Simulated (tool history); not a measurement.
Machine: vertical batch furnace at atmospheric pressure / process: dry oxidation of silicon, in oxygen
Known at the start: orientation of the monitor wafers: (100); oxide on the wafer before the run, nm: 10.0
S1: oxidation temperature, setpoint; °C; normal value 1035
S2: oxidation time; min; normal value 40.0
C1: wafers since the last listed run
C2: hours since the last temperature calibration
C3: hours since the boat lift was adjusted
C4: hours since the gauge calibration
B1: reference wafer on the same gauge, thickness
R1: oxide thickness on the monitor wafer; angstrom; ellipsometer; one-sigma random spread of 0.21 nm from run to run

| run | hour | S1 | S2 | C1 | C2 | C3 | C4 | B1 | R1 |
|---|---|---|---|---|---|---|---|---|---|
| 1 | 0.0 | 1035 | 40.0 | 0 | 3633.7 | 3411.1 | 849.2 | 46.93 | 604.6 |
| 2 | 41.3 | 1035 | 40.0 | 360 | 3675.0 | 3452.4 | 890.5 | 46.86 | 603.3 |
| 3 | 66.7 | 1035 | 40.0 | 221 | 3700.4 | 3477.8 | 915.9 | 46.91 | 606.1 |
| 4 | 112.2 | 1028 | 40.0 | 397 | 3745.9 | 3523.3 | 961.4 | 46.95 | 566.8 |
| 5 | 180.6 | 1028 | 40.0 | 597 | 3814.3 | 3591.7 | 1029.8 | 46.95 | 570.6 |
| 6 | 231.8 | 1028 | 40.0 | 446 | 3865.5 | 3642.9 | 1081.0 | 46.89 | 568.6 |
| 7 | 289.5 | 1054 | 31.0 | 503 | 3923.2 | 3700.6 | 1138.7 | 46.85 | 605.3 |
| 8 | 341.3 | 1035 | 34.0 | 452 | 3975.0 | 3752.4 | 1190.5 | 46.81 | 549.8 |
| 9 | 370.2 | 1035 | 34.0 | 252 | 4003.9 | 3781.3 | 1219.4 | 46.86 | 552.1 |
| 10 | 436.7 | 1035 | 54.5 | 580 | 4070.4 | 3847.8 | 1285.9 | 46.91 | 728.0 |
| 11 | 539.6 | 1035 | 54.5 | 898 | 4173.3 | 3950.7 | 1388.8 | 46.90 | 725.9 |
| 12 | 607.1 | 1035 | 54.5 | 589 | 4240.8 | 4018.2 | 1456.3 | 46.93 | 733.7 |
| 13 | 650.8 | 1035 | 40.0 | 381 | 4284.5 | 4061.9 | 1500.0 | 46.89 | 605.7 |
| 14 | 718.8 | 1035 | 40.0 | 593 | 4352.5 | 4129.9 | 1568.0 | 46.91 | 603.9 |
| 15 | 746.9 | 1035 | 40.0 | 245 | 4380.6 | 4158.0 | 1596.1 | 46.86 | 608.8 |
| 16 | 779.3 | 1035 | 51.5 | 282 | 4413.0 | 4190.4 | 1628.5 | 47.02 | 704.4 |
| 17 | 818.7 | 1035 | 51.5 | 343 | 4452.4 | 4229.8 | 1667.9 | 46.94 | 706.7 |
| 18 | 871.5 | 1043 | 48.5 | 460 | 4505.2 | 4282.6 | 1720.7 | 46.88 | 729.3 |
| 19 | 932.7 | 1052 | 40.0 | 534 | 4566.4 | 4343.8 | 1781.9 | 46.89 | 696.5 |
| 20 | 976.6 | 1021 | 52.5 | 383 | 4610.3 | 4387.7 | 1825.8 | 46.97 | 636.2 |
| 21 | 1016.9 | 1047 | 28.5 | 351 | 4650.6 | 4428.0 | 1866.1 | 46.95 | 550.5 |
| 22 | 1056.9 | 1044 | 27.5 | 349 | 4690.6 | 4468.0 | 1906.1 | 46.84 | 524.1 |
| 23 | 1096.8 | 1021 | 52.5 | 348 | 4730.5 | 4507.9 | 1946.0 | 46.90 | 640.2 |
| 24 | 1165.6 | 1045 | 35.0 | 600 | 4799.3 | 4576.7 | 2014.8 | 46.94 | 609.8 |
| 25 | 1218.0 | 1035 | 53.0 | 457 | 4851.7 | 4629.1 | 2067.2 | 46.90 | 721.9 |
| 26 | 1274.3 | 1035 | 33.5 | 491 | 4908.0 | 4685.4 | 2123.5 | 46.85 | 549.7 |
| 27 | 1339.7 | 1049 | 58.5 | 570 | 4973.4 | 4750.8 | 2188.9 | 46.88 | 854.9 |
| 28 | 1410.0 | 1044 | 27.5 | 613 | 5043.7 | 4821.1 | 2259.2 | 46.91 | 530.8 |
|  | 1475.0 | thermocouples replaced and temperature profile calibrated |
| 29 | 1475.5 | 1035 | 40.0 | 362 | 0.5 | 4886.6 | 2324.7 | 46.93 | 580.6 |
|  | 1537.3 | gauge calibrated |
| 30 | 1561.3 | 1043 | 40.0 | 748 | 86.3 | 4972.4 | 24.0 | 46.91 | 622.0 |
|  | 1610.2 | boat lift adjusted |
| 31 | 1613.3 | 1017 | 56.5 | 244 | 138.3 | 3.1 | 76.0 | 46.85 | 612.9 |
| 32 | 1661.7 | 1035 | 40.0 | 422 | 186.7 | 51.5 | 124.4 | 46.84 | 583.6 |
| 33 | 1720.1 | 1045 | 27.5 | 509 | 245.1 | 109.9 | 182.8 | 46.83 | 510.9 |
| 34 | 1767.4 | 1014 | 40.0 | 412 | 292.4 | 157.2 | 230.1 | 46.98 | 485.5 |
| 35 | 1836.0 | 1054 | 30.5 | 598 | 361.0 | 225.8 | 298.7 | 46.90 | 586.5 |
| 36 | 2009.6 | 1025 | 40.0 | 1515 | 534.6 | 399.4 | 472.3 | 46.86 | 538.1 |
| 37 | 2069.4 | 1035 | 40.0 | 521 | 594.4 | 459.2 | 532.1 | 46.94 | 589.2 |
| 38 | 2099.2 | 1035 | 40.0 | 260 | 624.2 | 489.0 | 561.9 | 46.83 | 585.0 |
| 39 | 2155.4 | 1023 | 40.0 | 490 | 680.4 | 545.2 | 618.1 | 46.83 | 527.5 |
| 40 | 2193.3 | 1035 | 40.0 | 330 | 718.3 | 583.1 | 656.0 | 46.86 | 587.7 |

For each entry between runs, how does the tool's hidden state at the last listed run before it compare with that at the first listed run after it?
Between runs 28 and 29: thermocouples replaced and temperature profile calibrated (hour 1475.0)
  true tube temperature minus thermocouple reading, K: 5.84 -> 0.0195
  measured minus no-state result, R1: +24.1 -> +0.1 angstrom
Between runs 29 and 30: gauge calibrated (hour 1537.3)
  true tube temperature minus thermocouple reading, K: 0.0195 -> 0.109
  measured minus no-state result, R1: +0.1 -> +0.6 angstrom
Between runs 30 and 31: boat lift adjusted (hour 1610.2)
  true tube temperature minus thermocouple reading, K: 0.109 -> 0.164
  measured minus no-state result, R1: +0.6 -> +0.8 angstrom
